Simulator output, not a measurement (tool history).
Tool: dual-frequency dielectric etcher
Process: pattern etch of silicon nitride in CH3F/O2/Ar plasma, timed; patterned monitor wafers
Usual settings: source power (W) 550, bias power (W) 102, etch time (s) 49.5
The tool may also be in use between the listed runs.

run	day	source power (W)	bias power (W)	etch time (s)	read-back reference wafer on the same gauge, depth_nm	mean etch depth across the wafer (Å)
1	0	550	102	49.5	50.62	473
# day 1.067: gauge calibrated
2	1.133	550	102	49.5	50.61	471.6
3	3.65	550	102	49.5	50.59	474.3
4	5.725	550	102	49.5	50.63	473.4
# day 7.483: upper electrode replaced
5	7.504	550	102	58	50.61	554.8
6	9.279	550	102	58	50.59	556
# day 10.112: bias power generator calibrated
7	10.833	550	89	49.5	50.6	458.7
8	13.658	590	81	49.5	50.59	456
9	15.204	550	102	49.5	50.59	483.2
# day 16.829: wet clean of the chamber
10	17.021	550	125	49.5	50.59	515.8
# day 18.104: source power generator calibrated
11	18.829	450	117	49.5	50.6	462.6
# day 19.242: gauge calibrated
12	19.921	550	102	49.5	50.58	475.7
13	22.446	680	87	49.5	50.63	490.4
14	24.492	420	124	39	50.61	362.3

Forecast each of these 3 alternatives for the next run:
A	24.508	550	102	49.5	?	?
B	24.508	600	82	49.5	?	?
C	24.508	510	84	41	?	?

run	read-back reference wafer on the same gauge, depth_nm	mean etch depth across the wafer (Å)
A	50.62	478.2
B	50.62	456.9
C	50.62	356.6
Without the tool's hidden state the same runs would have given:
run	mean etch depth across the wafer (Å)
A	478
B	456.6
C	356.5
